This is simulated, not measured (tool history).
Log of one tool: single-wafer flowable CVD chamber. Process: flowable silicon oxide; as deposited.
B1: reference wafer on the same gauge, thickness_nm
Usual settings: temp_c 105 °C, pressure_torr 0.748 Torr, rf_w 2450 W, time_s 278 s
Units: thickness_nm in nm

Run 1, hour 0: usual settings; B1 143.915. Result: thickness_nm 123.571 nm.
Run 2, hour 61.9: usual settings; B1 144.016. Result: thickness_nm 124.074 nm.
Run 3, hour 89.8: usual settings; B1 144.034. Result: thickness_nm 123.238 nm.
Run 4, hour 152: usual settings; B1 144.134. Result: thickness_nm 123.625 nm.
Run 5, hour 200.6: usual settings; B1 144.141. Result: thickness_nm 122.624 nm.
Run 6, hour 326.9: usual settings; B1 144.054. Result: thickness_nm 122.664 nm.
At hour 379: gauge calibrated.
Run 7, hour 387.5: usual settings; B1 143.958. Result: thickness_nm 122.907 nm.
Run 8, hour 412.2: usual settings but temp_c 109 °C; B1 143.951. Result: thickness_nm 105.327 nm.
Run 9, hour 479.7: usual settings; B1 144.114. Result: thickness_nm 122.141 nm.
At hour 508.6: capacitance manometer re-zeroed and calibrated.
Run 10, hour 510.9: usual settings; B1 144.111. Result: thickness_nm 117.464 nm.
Run 11, hour 552.7: usual settings; B1 144.04. Result: thickness_nm 117.519 nm.
At hour 588.2: RF generator calibrated.
At hour 596.3: showerhead replaced.
Run 12, hour 596.8: usual settings but temp_c 98 °C; B1 144.065. Result: thickness_nm 152.5 nm.
At hour 641.9: thermocouple changed; heater temperature recalibrated.
Run 13, hour 642.4: usual settings; B1 143.926. Result: thickness_nm 116.627 nm.
Run 14, hour 670.5: usual settings; B1 144.084. Result: thickness_nm 116.168 nm.
At hour 703.1: capacitance manometer re-zeroed and calibrated, repeated, since the last time left the tool worse.
Run 15, hour 737.3: usual settings; B1 143.924. Result: thickness_nm 129.764 nm.
Run 16, hour 791.5: usual settings but pressure_torr 0.851 Torr, time_s 257 s; B1 144.023. Result: thickness_nm 135.995 nm.
Run 17, hour 850: usual settings; B1 143.888. Result: thickness_nm 129.513 nm.
Run 18, hour 911.6: usual settings but temp_c 96 °C, rf_w 2730 W; B1 143.969. Result: thickness_nm 184.117 nm.
Run 19, hour 945.1: usual settings but time_s 247 s; B1 144.041. Result: thickness_nm 114.861 nm.
Run 20, hour 975.8: usual settings but temp_c 114 °C, pressure_torr 0.604 Torr, rf_w 2845 W, time_s 293 s; B1 144.037. Result: thickness_nm 80.538 nm.
Run 21, hour 1015.1: usual settings but temp_c 92 °C; B1 144.044. Result: thickness_nm 212.954 nm.
Run 22, hour 1083.1: usual settings but temp_c 110 °C, pressure_torr 0.853 Torr, rf_w 2305 W; B1 144.034. Result: thickness_nm 120.749 nm.

Forecast each of these 5 alternatives for the next run:
Run A, hour 1083.6: usual settings; B1 ?. Result: thickness_nm ?.
Run B, hour 1083.6: usual settings but pressure_torr 0.862 Torr, rf_w 1990 W; B1 ?. Result: thickness_nm ?.
Run C, hour 1083.6: usual settings but temp_c 117 °C, pressure_torr 0.915 Torr, rf_w 2660 W; B1 ?. Result: thickness_nm ?.
Run D, hour 1083.6: usual settings but rf_w 2125 W; B1 ?. Result: thickness_nm ?.
Run E, hour 1083.6: usual settings but temp_c 109 °C, pressure_torr 0.675 Torr, rf_w 2760 W, time_s 330 s; B1 ?. Result: thickness_nm ?.

run      B1  thickness_nm
  A  143.92       128.097
  B  143.92       142.484
  C  143.92       102.899
  D  143.92       125.176
  E  143.92         119.7
Without the tool's hidden state the same runs would have given:
run  thickness_nm
  A       129.317
  B       143.802
  C       103.851
  D       126.369
  E        120.88

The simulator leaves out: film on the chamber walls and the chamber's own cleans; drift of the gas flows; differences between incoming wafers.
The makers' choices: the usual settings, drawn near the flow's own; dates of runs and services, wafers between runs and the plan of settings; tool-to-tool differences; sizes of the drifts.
